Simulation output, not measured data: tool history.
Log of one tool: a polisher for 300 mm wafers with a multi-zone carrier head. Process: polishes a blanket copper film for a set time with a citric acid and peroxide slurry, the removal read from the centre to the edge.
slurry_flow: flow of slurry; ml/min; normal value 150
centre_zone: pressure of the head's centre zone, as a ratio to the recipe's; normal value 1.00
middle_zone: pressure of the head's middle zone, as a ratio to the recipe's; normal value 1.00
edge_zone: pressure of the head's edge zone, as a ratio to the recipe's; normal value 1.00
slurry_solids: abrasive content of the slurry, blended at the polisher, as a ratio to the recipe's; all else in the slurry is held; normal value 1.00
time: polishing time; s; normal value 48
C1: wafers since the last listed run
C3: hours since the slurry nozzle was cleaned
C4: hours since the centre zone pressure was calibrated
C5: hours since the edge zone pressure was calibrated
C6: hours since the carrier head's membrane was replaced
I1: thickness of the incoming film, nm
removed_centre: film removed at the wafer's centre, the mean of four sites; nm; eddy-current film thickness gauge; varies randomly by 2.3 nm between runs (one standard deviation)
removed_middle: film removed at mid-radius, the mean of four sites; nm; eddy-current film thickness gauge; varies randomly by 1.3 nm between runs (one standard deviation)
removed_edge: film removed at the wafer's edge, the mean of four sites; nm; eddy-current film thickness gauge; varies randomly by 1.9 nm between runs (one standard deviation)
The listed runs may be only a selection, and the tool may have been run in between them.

Run 1, hour 0.0: usual settings; C1 0; wafers polished on this pad 951; C3 191.6; C4 530.0; C5 230.2; C6 20.7; I1 948.6. Result: removed_centre 178.9 nm, removed_middle 166.4 nm, removed_edge 164.3 nm.
At hour 11.7: worn pad replaced by a new one.
Run 2, hour 12.2: usual settings but slurry_flow 175 ml/min; C1 70; wafers polished on this pad 4; C3 203.8; C4 542.2; C5 242.4; C6 32.9; I1 950.4. Result: removed_centre 182.4 nm, removed_middle 167.4 nm, removed_edge 167.5 nm.
Run 3, hour 27.8: usual settings; C1 134; wafers polished on this pad 139; C3 219.4; C4 557.8; C5 258.0; C6 48.5; I1 935.2. Result: removed_centre 175.4 nm, removed_middle 164.6 nm, removed_edge 163.9 nm.
Run 4, hour 39.3: usual settings; C1 99; wafers polished on this pad 238; C3 230.9; C4 569.3; C5 269.5; C6 60.0; I1 947.7. Result: removed_centre 180.4 nm, removed_middle 165.1 nm, removed_edge 164.5 nm.
Run 5, hour 50.7: usual settings but middle_zone 1.09; C1 98; wafers polished on this pad 336; C3 242.3; C4 580.7; C5 280.9; C6 71.4; I1 935.1. Result: removed_centre 181.8 nm, removed_middle 173.3 nm, removed_edge 162.0 nm.
Run 6, hour 63.2: usual settings but slurry_flow 195 ml/min, edge_zone 1.06, time 32 s; C1 108; wafers polished on this pad 444; C3 254.8; C4 593.2; C5 293.4; C6 83.9; I1 949.8. Result: removed_centre 128.9 nm, removed_middle 115.3 nm, removed_edge 114.7 nm.
Run 7, hour 78.2: usual settings; C1 129; wafers polished on this pad 574; C3 269.8; C4 608.2; C5 308.4; C6 98.9; I1 935.6. Result: removed_centre 181.5 nm, removed_middle 162.9 nm, removed_edge 163.0 nm.
Run 8, hour 90.7: usual settings; C1 108; wafers polished on this pad 682; C3 282.3; C4 620.7; C5 320.9; C6 111.4; I1 951.0. Result: removed_centre 182.1 nm, removed_middle 165.9 nm, removed_edge 166.7 nm.
At hour 109.0: worn pad replaced by a new one.
Run 9, hour 109.5: usual settings; C1 127; wafers polished on this pad 4; C3 301.1; C4 639.5; C5 339.7; C6 130.2; I1 938.8. Result: removed_centre 182.3 nm, removed_middle 165.0 nm, removed_edge 165.7 nm.
Run 10, hour 121.2: usual settings but slurry_flow 170 ml/min; C1 101; wafers polished on this pad 105; C3 312.8; C4 651.2; C5 351.4; C6 141.9; I1 932.7. Result: removed_centre 188.4 nm, removed_middle 167.3 nm, removed_edge 166.9 nm.
Run 11, hour 135.8: usual settings but centre_zone 0.97, middle_zone 0.90; C1 126; wafers polished on this pad 231; C3 327.4; C4 665.8; C5 366.0; C6 156.5; I1 933.7. Result: removed_centre 178.0 nm, removed_middle 153.5 nm, removed_edge 162.8 nm.
Run 12, hour 142.0: usual settings but edge_zone 1.05; C1 53; wafers polished on this pad 285; C3 333.6; C4 672.0; C5 372.2; C6 162.7; I1 955.6. Result: removed_centre 179.3 nm, removed_middle 165.1 nm, removed_edge 166.8 nm.
At hour 144.1: centre zone pressure recalibrated.
At hour 149.1: edge zone pressure recalibrated.
Run 13, hour 159.9: usual settings but middle_zone 1.04, time 42 s; C1 120; wafers polished on this pad 405; C3 351.5; C4 15.8; C5 10.8; C6 180.6; I1 937.9. Result: removed_centre 148.3 nm, removed_middle 147.6 nm, removed_edge 143.5 nm.
Run 14, hour 170.3: usual settings but slurry_flow 200 ml/min; C1 89; wafers polished on this pad 495; C3 361.9; C4 26.2; C5 21.2; C6 191.0; I1 937.5. Result: removed_centre 177.2 nm, removed_middle 171.7 nm, removed_edge 169.3 nm.
Run 15, hour 183.8: usual settings but centre_zone 0.90, middle_zone 0.95; C1 116; wafers polished on this pad 611; C3 375.4; C4 39.7; C5 34.7; C6 204.5; I1 945.5. Result: removed_centre 153.4 nm, removed_middle 156.9 nm, removed_edge 168.7 nm.
At hour 186.1: slurry nozzle cleaned.
Run 16, hour 192.6: usual settings but slurry_flow 115 ml/min, centre_zone 0.91, middle_zone 1.05, edge_zone 0.96; C1 67; wafers polished on this pad 679; C3 6.5; C4 48.5; C5 43.5; C6 213.3; I1 943.0. Result: removed_centre 145.6 nm, removed_middle 161.6 nm, removed_edge 156.5 nm.
Run 17, hour 204.6: usual settings; C1 103; wafers polished on this pad 782; C3 18.5; C4 60.5; C5 55.5; C6 225.3; I1 957.2. Result: removed_centre 170.4 nm, removed_middle 164.6 nm, removed_edge 166.7 nm.
At hour 218.1: worn pad replaced by a new one.
Run 18, hour 244.1: usual settings; C1 306; wafers polished on this pad 224; C3 58.0; C4 100.0; C5 95.0; C6 264.8; I1 935.7. Result: removed_centre 171.4 nm, removed_middle 164.6 nm, removed_edge 162.9 nm.
Run 19, hour 255.3: usual settings; C1 96; wafers polished on this pad 321; C3 69.2; C4 111.2; C5 106.2; C6 276.0; I1 930.4. Result: removed_centre 173.6 nm, removed_middle 165.7 nm, removed_edge 164.6 nm.
Run 20, hour 264.5: usual settings but middle_zone 1.05, slurry_solids 0.70; C1 79; wafers polished on this pad 400; C3 78.4; C4 120.4; C5 115.4; C6 285.2; I1 942.6. Result: removed_centre 163.9 nm, removed_middle 161.4 nm, removed_edge 158.3 nm.
Run 21, hour 296.7: usual settings but slurry_flow 135 ml/min, time 44 s; C1 278; wafers polished on this pad 678; C3 110.6; C4 152.6; C5 147.6; C6 317.4; I1 938.2. Result: removed_centre 152.6 nm, removed_middle 146.5 nm, removed_edge 147.7 nm.
Run 22, hour 309.7: usual settings but centre_zone 1.11, middle_zone 1.06, slurry_solids 0.85, time 60 s; C1 112; wafers polished on this pad 791; C3 123.6; C4 165.6; C5 160.6; C6 330.4; I1 932.8. Result: removed_centre 235.1 nm, removed_middle 211.2 nm, removed_edge 206.2 nm.

Same runs, no hidden state in the tool, same run-to-run variation:
What the log doesn't record here: removal rate lost through wear of the pad, %; slurry flow missing at the pad, %; deviation of the centre zone's pressure from its setpoint, %; deviation of the edge zone's pressure from its setpoint, %.
run  removed_centre
  1           168.2
  2           171.2
  3           164.2
  4           168.6
  5           169.6
  6           120.0
  7           168.7
  8           168.9
  9           168.6
 10           174.0
 11           164.0
 12           165.1
 13           146.8
 14           175.2
 15           151.2
 16           143.4
 17           167.6
 18           167.6
 19           169.4
 20           159.7
 21           148.0
 22           227.5
removed_middle: at most 0.1 nm away from the measurement, every run.
For removed_edge, the value without the hidden state matches the measurement in each run.
